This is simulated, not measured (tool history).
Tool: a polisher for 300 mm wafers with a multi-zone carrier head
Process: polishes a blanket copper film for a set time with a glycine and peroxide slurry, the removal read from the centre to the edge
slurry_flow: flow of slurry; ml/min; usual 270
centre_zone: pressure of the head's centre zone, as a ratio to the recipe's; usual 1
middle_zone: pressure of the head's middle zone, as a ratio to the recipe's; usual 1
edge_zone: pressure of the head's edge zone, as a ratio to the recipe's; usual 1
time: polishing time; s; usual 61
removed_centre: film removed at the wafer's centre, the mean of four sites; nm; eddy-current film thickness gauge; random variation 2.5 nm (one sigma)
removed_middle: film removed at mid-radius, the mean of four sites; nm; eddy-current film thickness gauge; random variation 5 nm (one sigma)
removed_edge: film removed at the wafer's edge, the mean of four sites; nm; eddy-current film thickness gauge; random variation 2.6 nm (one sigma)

| run | hour | slurry_flow | centre_zone | middle_zone | edge_zone | time | incoming thickness of the incoming film, nm | removed_centre | removed_middle | removed_edge |
|---|---|---|---|---|---|---|---|---|---|---|
| 1 | 0 | 270 | 1 | 1 | 1 | 61 | 1391.7 | 381.2 | 389.2 | 401.7 |
|  | 10.1 | worn pad replaced by a new one |
| 2 | 16.2 | 270 | 1 | 1 | 1 | 61 | 1376.6 | 384.6 | 384.7 | 392.9 |
| 3 | 32.1 | 310 | 1 | 1.09 | 1 | 61 | 1377.5 | 386.7 | 423.8 | 400.8 |
| 4 | 45.3 | 310 | 1 | 1.09 | 1 | 61 | 1355 | 388.7 | 427 | 401.6 |
| 5 | 52.9 | 310 | 1 | 1.09 | 1 | 61 | 1378.1 | 384.4 | 426.6 | 400.8 |
| 6 | 59.5 | 270 | 1 | 1 | 1 | 45 | 1397.5 | 278.1 | 277.4 | 291.4 |
|  | 73.1 | edge zone pressure recalibrated |
|  | 75.6 | worn pad replaced by a new one |
| 7 | 76.3 | 270 | 1 | 1 | 1 | 45 | 1383.4 | 276.7 | 277.7 | 291.3 |
| 8 | 90.5 | 340 | 1 | 1 | 1 | 61 | 1384.9 | 389.4 | 400.1 | 399.5 |
| 9 | 106.4 | 270 | 1 | 1 | 1 | 61 | 1384.5 | 373.7 | 387.6 | 387.8 |
|  | 114.2 | centre zone pressure recalibrated |
| 10 | 117.6 | 270 | 1.1 | 1 | 1 | 61 | 1369.7 | 409.4 | 368.3 | 389.3 |
| 11 | 130.3 | 270 | 1 | 1 | 1.11 | 71 | 1366.3 | 434.1 | 429.9 | 475.3 |
|  | 139.9 | worn pad replaced by a new one |
|  | 140 | slurry nozzle cleaned |
|  | 140.9 | carrier head's membrane replaced by a new one |
| 12 | 145.9 | 270 | 1 | 1 | 0.96 | 45 | 1385.5 | 294.8 | 293.2 | 294.3 |
| 13 | 160.5 | 310 | 1 | 1.09 | 1 | 61 | 1364 | 402.8 | 436 | 409.4 |
| 14 | 171.3 | 270 | 0.94 | 1 | 1 | 61 | 1393.1 | 372.8 | 408.5 | 412 |
| 15 | 185 | 270 | 1 | 1 | 1 | 61 | 1368.1 | 394.3 | 393.5 | 409.3 |

Forecast each of these 5 alternatives for the next run:
| A | 185.4 | 270 | 1 | 1 | 1 | 61 | 1370.2 | ? | ? | ? |
| B | 185.4 | 270 | 0.92 | 1 | 1.1 | 61 | 1370.2 | ? | ? | ? |
| C | 185.4 | 270 | 1 | 1 | 1.08 | 61 | 1370.2 | ? | ? | ? |
| D | 185.4 | 175 | 1 | 0.95 | 1.08 | 61 | 1370.2 | ? | ? | ? |
| E | 185.4 | 245 | 1 | 0.92 | 1 | 67 | 1370.2 | ? | ? | ? |

| run | removed_centre | removed_middle | removed_edge |
|---|---|---|---|
| A | 398.9 | 402 | 407.2 |
| B | 366.7 | 402.2 | 424 |
| C | 398.9 | 402 | 420.6 |
| D | 370.4 | 360.5 | 400.7 |
| E | 432 | 406.8 | 443.7 |
Without the tool's hidden state the same runs would have given:
| run | removed_centre | removed_middle | removed_edge |
|---|---|---|---|
| A | 399.9 | 403 | 407.9 |
| B | 367.7 | 403.1 | 424.7 |
| C | 399.9 | 402.9 | 421.4 |
| D | 371.9 | 361.8 | 401.8 |
| E | 433.2 | 407.9 | 444.5 |

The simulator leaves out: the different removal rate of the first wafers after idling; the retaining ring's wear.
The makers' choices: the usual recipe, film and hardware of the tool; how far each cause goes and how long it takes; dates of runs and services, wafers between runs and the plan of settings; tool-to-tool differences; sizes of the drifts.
